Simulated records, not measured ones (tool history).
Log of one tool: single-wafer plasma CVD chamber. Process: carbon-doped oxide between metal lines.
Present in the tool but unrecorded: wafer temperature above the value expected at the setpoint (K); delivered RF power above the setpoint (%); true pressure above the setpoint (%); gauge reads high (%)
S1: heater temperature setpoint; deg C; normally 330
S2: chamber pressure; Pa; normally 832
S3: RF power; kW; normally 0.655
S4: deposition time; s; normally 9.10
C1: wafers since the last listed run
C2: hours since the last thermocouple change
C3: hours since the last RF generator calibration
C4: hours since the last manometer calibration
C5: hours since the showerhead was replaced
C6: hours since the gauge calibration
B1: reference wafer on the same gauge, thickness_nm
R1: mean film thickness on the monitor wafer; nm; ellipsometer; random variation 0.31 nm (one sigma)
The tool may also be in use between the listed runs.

run   hour   S1   S2     S3     S4    C1      C2      C3      C4      C5     C6      B1      R1
  1    0.0  330  832  0.745   7.75     0   997.2  1622.9  2583.1  5994.7  267.0  71.380  54.157
  2   50.9  330  832  0.745   7.75  1738  1048.1  1673.8  2634.0  6045.6  317.9  71.375  54.724
  3   82.9  330  832  0.655   9.10  1092  1080.1  1705.8  2666.0  6077.6  349.9  71.439  57.725
  4  127.9  330  832  0.655   9.10  1536  1125.1  1750.8  2711.0  6122.6  394.9  71.516  57.422
  5  170.3  330  832  0.655   9.10  1447  1167.5  1793.2  2753.4  6165.0  437.3  71.687  57.423
  6  236.3  335  832  0.655   9.10  2253  1233.5  1859.2  2819.4  6231.0  503.3  71.325  56.544
  7  277.5  336  683  0.655   9.10  1406  1274.7  1900.4  2860.6  6272.2  544.5  71.434  55.784
  8  306.9  336  683  0.655   9.10  1003  1304.1  1929.8  2890.0  6301.6  573.9  71.572  55.846
     372.7  -- capacitance manometer re-zeroed and calibrated
  9  373.2  326  832  0.655   9.10  1990  1370.4  1996.1     0.5  6367.9  640.2  71.478  58.318
 10  413.8  326  832  0.655   9.10  1386  1411.0  2036.7    41.1  6408.5  680.8  71.544  57.631
 11  455.6  330  971  0.715   9.10  1427  1452.8  2078.5    82.9  6450.3  722.6  71.546  61.197
     496.7  -- RF generator calibrated
 12  515.8  323  887  0.655   9.10  1782  1513.0    19.1   143.1  6510.5  782.8  71.359  61.396
     548.2  -- thermocouple changed; heater temperature recalibrated
 13  554.0  330  913  0.655  10.42  1031     5.8    57.3   181.3  6548.7  821.0  71.528  68.317
 14  616.4  330  832  0.655   9.10  2130    68.2   119.7   243.7  6611.1  883.4  71.543  60.326
 15  657.4  330  832  0.655   9.10  1400   109.2   160.7   284.7  6652.1  924.4  71.507  59.392
     677.2  -- gauge calibrated
 16  718.2  330  757  0.550   9.10  2076   170.0   221.5   345.5  6712.9   41.0  71.474  50.557
     742.0  -- showerhead replaced
 17  767.4  326  832  0.580   9.10  1406   219.2   270.7   394.7    25.4   90.2  71.650  54.318
 18  807.3  319  832  0.655   8.24  1362   259.1   310.6   434.6    65.3  130.1  71.224  55.841
 19  871.4  330  832  0.655   7.78  2188   323.2   374.7   498.7   129.4  194.2  71.535  50.978
 20  937.0  330  832  0.620   9.10  2240   388.8   440.3   564.3   195.0  259.8  71.451  56.339

Below are 5 alternative next runs, each starting from the tool's condition after run 20. Predict each:
  A  937.4  330  832  0.655   9.10  13  389.2  440.7  564.7  195.4  260.2   ?   ?
  B  937.4  330  832  0.750  10.60  13  389.2  440.7  564.7  195.4  260.2   ?   ?
  C  937.4  325  973  0.785   7.53  13  389.2  440.7  564.7  195.4  260.2   ?   ?
  D  937.4  343  832  0.545  10.72  13  389.2  440.7  564.7  195.4  260.2   ?   ?
  E  937.4  339  832  0.780   9.10  13  389.2  440.7  564.7  195.4  260.2   ?   ?

run      B1      R1
  A  71.512  59.286
  B  71.512  76.823
  C  71.512  58.169
  D  71.512  57.048
  E  71.512  66.380
What these runs would have given with no unlogged condition in the tool:
run      R1
  A  60.122
  B  77.892
  C  58.946
  D  57.892
  E  67.268
